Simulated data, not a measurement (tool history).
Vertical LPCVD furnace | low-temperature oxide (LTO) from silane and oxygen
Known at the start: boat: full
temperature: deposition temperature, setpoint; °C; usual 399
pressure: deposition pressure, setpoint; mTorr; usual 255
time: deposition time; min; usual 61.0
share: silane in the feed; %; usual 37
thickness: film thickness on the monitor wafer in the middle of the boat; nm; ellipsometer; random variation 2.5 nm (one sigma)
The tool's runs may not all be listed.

run,day,temperature,pressure,time,share,wafers since the last listed run,hours since the last temperature calibration,hours since the pressure gauge was zeroed,hours since the silane flow controller was replaced,hours since the gauge calibration,"read-back reference wafer on the same gauge, thickness",thickness
1,0.000,399,255,61.0,37,0,2413.8,1596.0,3567.5,53.2,636.91,632.51
2,4.467,399,255,61.0,37,1537,2521.0,1703.2,3674.7,160.4,641.85,635.69
3,5.000,399,255,61.0,37,183,2533.8,1716.0,3687.5,173.2,641.86,638.76
4,5.542,399,285,61.0,33,186,2546.8,1729.0,3700.5,186.2,642.46,612.32
5,6.992,399,255,75.0,37,499,2581.6,1763.8,3735.3,221.0,642.67,783.79
6,7.529,399,255,75.0,37,185,2594.5,1776.7,3748.2,233.9,643.24,781.06
7,8.796,399,255,61.0,37,435,2624.9,1807.1,3778.6,264.3,643.31,634.18
8,9.733,399,255,61.0,37,322,2647.4,1829.6,3801.1,286.8,643.95,640.84
# day 10.808: thermocouples replaced and temperature profile calibrated
9,11.108,399,255,77.5,37,129,7.2,1862.6,3834.1,319.8,644.61,816.90
10,12.083,399,255,61.0,37,335,30.6,1886.0,3857.5,343.2,644.55,638.92
# day 13.967: pressure gauge zeroed
11,13.988,399,255,61.0,37,311,76.3,0.5,3903.2,388.9,644.83,638.57
12,14.179,399,255,61.0,37,65,80.9,5.1,3907.8,393.5,644.99,639.02
13,14.554,399,255,61.0,37,129,89.9,14.1,3916.8,402.5,644.67,639.19
14,15.512,399,255,61.0,37,329,112.9,37.1,3939.8,425.5,645.36,641.04
15,16.588,389,255,76.0,43,370,138.7,62.9,3965.6,451.3,645.11,848.89
16,17.938,405,255,61.0,37,464,171.1,95.3,3998.0,483.7,646.00,683.97
17,19.283,405,225,49.5,31,463,203.4,127.6,4030.3,516.0,645.58,385.19
# day 19.925: gauge calibrated
18,20.012,409,255,39.5,43,250,220.9,145.1,4047.8,2.1,633.72,544.98
19,21.279,399,255,61.0,37,435,251.3,175.5,4078.2,32.5,635.78,627.19
# day 22.479: silane flow controller replaced
20,22.500,399,255,61.0,37,76,280.6,204.8,0.5,61.8,638.07,637.20
21,23.300,399,255,61.0,37,275,299.8,224.0,19.7,81.0,638.89,632.79
22,24.450,399,255,61.0,37,395,327.4,251.6,47.3,108.6,639.91,631.40
23,24.967,399,255,61.0,37,177,339.8,264.0,59.7,121.0,640.75,634.59
24,25.662,399,255,61.0,40,239,356.5,280.7,76.4,137.7,641.66,700.20
25,26.700,399,210,40.5,37,357,381.4,305.6,101.3,162.6,641.98,349.40
26,28.129,393,255,61.0,30,491,415.7,339.9,135.6,196.9,642.80,444.91
27,28.817,399,255,61.0,35,236,432.2,356.4,152.1,213.4,643.71,592.30
28,29.729,393,255,85.0,37,314,454.1,378.3,174.0,235.3,643.76,833.43

What the log doesn't show, run by run:
true tube temperature minus thermocouple reading, K: 0 in every run
true pressure minus gauge reading, mTorr: 0 in every run
deviation of the silane flow from its setpoint, %: 0 in every run
H1: gauge reads high (%)
run,H1
1,0.292
2,1.01
3,1.07
4,1.12
5,1.25
6,1.29
7,1.37
8,1.42
9,1.49
10,1.53
11,1.59
12,1.59
13,1.6
14,1.63
15,1.65
16,1.67
17,1.69
18,-0.162
19,0.183
20,0.461
21,0.617
22,0.812
23,0.89
24,0.985
25,1.11
26,1.25
27,1.31
28,1.38
